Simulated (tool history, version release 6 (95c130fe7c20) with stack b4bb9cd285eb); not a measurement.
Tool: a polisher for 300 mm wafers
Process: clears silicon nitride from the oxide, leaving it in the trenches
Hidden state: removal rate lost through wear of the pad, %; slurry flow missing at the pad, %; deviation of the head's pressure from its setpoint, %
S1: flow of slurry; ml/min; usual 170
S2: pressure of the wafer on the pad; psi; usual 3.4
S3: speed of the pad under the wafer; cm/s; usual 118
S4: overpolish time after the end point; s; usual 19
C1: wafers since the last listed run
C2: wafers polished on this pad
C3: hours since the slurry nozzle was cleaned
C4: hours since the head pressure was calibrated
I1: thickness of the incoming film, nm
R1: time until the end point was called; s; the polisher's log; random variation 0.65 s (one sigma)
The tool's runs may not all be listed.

| run | hour | S1 | S2 | S3 | S4 | C1 | C2 | C3 | C4 | I1 | R1 |
|---|---|---|---|---|---|---|---|---|---|---|---|
| 1 | 0.0 | 170 | 3.4 | 118 | 14 | 0 | 345 | 64.6 | 344.4 | 95.5 | 61.2 |
| 2 | 28.0 | 170 | 3.4 | 118 | 19 | 179 | 525 | 92.6 | 372.4 | 93.2 | 59.6 |
| 3 | 58.4 | 170 | 3.4 | 118 | 19 | 195 | 720 | 123.0 | 402.8 | 94.0 | 60.7 |
|  | 68.8 | head pressure recalibrated |
| 4 | 107.6 | 170 | 2.9 | 118 | 19 | 303 | 1023 | 172.2 | 38.8 | 94.4 | 73.2 |
|  | 125.4 | worn pad replaced by a new one |
| 5 | 136.2 | 195 | 3.0 | 118 | 19 | 157 | 69 | 200.8 | 67.4 | 96.7 | 71.4 |
| 6 | 176.7 | 195 | 3.0 | 118 | 19 | 260 | 329 | 241.3 | 107.9 | 94.4 | 68.5 |
|  | 184.7 | slurry nozzle cleaned |
| 7 | 206.7 | 195 | 3.0 | 118 | 19 | 186 | 515 | 22.0 | 137.9 | 96.2 | 70.0 |
|  | 319.6 | worn pad replaced by a new one |
| 8 | 320.1 | 170 | 3.4 | 118 | 19 | 702 | 3 | 135.4 | 251.3 | 94.7 | 61.3 |
| 9 | 357.6 | 170 | 3.4 | 118 | 19 | 240 | 243 | 172.9 | 288.8 | 95.2 | 61.4 |
|  | 399.1 | head pressure recalibrated |
|  | 420.3 | slurry nozzle cleaned |
| 10 | 424.2 | 170 | 3.4 | 118 | 19 | 408 | 652 | 3.9 | 25.1 | 96.1 | 64.9 |
| 11 | 455.9 | 170 | 2.8 | 118 | 19 | 203 | 855 | 35.6 | 56.8 | 93.4 | 74.2 |
| 12 | 491.1 | 200 | 3.4 | 118 | 19 | 226 | 1081 | 70.8 | 92.0 | 96.9 | 62.0 |
| 13 | 535.8 | 220 | 2.8 | 84 | 24 | 287 | 1368 | 115.5 | 136.7 | 94.5 | 86.7 |
|  | 557.3 | worn pad replaced by a new one |
| 14 | 589.4 | 170 | 3.4 | 118 | 19 | 318 | 206 | 169.1 | 190.3 | 94.7 | 62.2 |
| 15 | 638.5 | 205 | 2.8 | 86 | 10 | 315 | 521 | 218.2 | 239.4 | 95.6 | 87.2 |
| 16 | 682.7 | 170 | 3.4 | 136 | 19 | 283 | 805 | 262.4 | 283.6 | 94.8 | 56.8 |
|  | 691.7 | slurry nozzle cleaned |
| 17 | 707.0 | 170 | 2.8 | 92 | 13 | 149 | 954 | 15.3 | 307.9 | 95.8 | 86.1 |
| 18 | 763.4 | 200 | 4.6 | 118 | 19 | 362 | 1317 | 71.7 | 364.3 | 94.1 | 44.0 |
|  | 777.3 | worn pad replaced by a new one |
| 19 | 804.0 | 110 | 4.1 | 80 | 27 | 235 | 171 | 112.3 | 404.9 | 94.9 | 67.4 |
|  | 828.4 | head pressure recalibrated |
| 20 | 829.5 | 170 | 3.4 | 136 | 26 | 150 | 322 | 137.8 | 1.1 | 96.5 | 59.6 |
| 21 | 870.3 | 170 | 3.4 | 118 | 19 | 261 | 584 | 178.6 | 41.9 | 96.2 | 62.2 |
| 22 | 914.4 | 170 | 3.4 | 118 | 19 | 283 | 867 | 222.7 | 86.0 | 96.0 | 63.3 |
| 23 | 945.9 | 210 | 3.9 | 118 | 19 | 202 | 1069 | 254.2 | 117.5 | 95.0 | 51.1 |
|  | 986.0 | slurry nozzle cleaned |
|  | 1004.4 | worn pad replaced by a new one |
| 24 | 1004.9 | 170 | 3.8 | 118 | 26 | 346 | 3 | 18.9 | 176.5 | 94.5 | 54.5 |
| 25 | 1036.8 | 170 | 3.4 | 118 | 23 | 204 | 208 | 50.8 | 208.4 | 96.4 | 62.4 |

Forecast each of these 5 alternatives for the next run:
| A | 1037.2 | 170 | 3.1 | 118 | 19 | 2 | 210 | 51.2 | 208.8 | 95.1 | ? |
| B | 1037.2 | 195 | 3.8 | 82 | 10 | 2 | 210 | 51.2 | 208.8 | 95.1 | ? |
| C | 1037.2 | 170 | 4.2 | 118 | 25 | 2 | 210 | 51.2 | 208.8 | 95.1 | ? |
| D | 1037.2 | 170 | 2.5 | 118 | 19 | 2 | 210 | 51.2 | 208.8 | 95.1 | ? |
| E | 1037.2 | 170 | 3.0 | 118 | 16 | 2 | 210 | 51.2 | 208.8 | 95.1 | ? |

| run | R1 |
|---|---|
| A | 67.6 |
| B | 66.2 |
| C | 49.9 |
| D | 83.8 |
| E | 69.9 |
Without the tool's hidden state the same runs would have given:
| run | R1 |
|---|---|
| A | 70.3 |
| B | 68.9 |
| C | 51.9 |
| D | 87.2 |
| E | 72.7 |
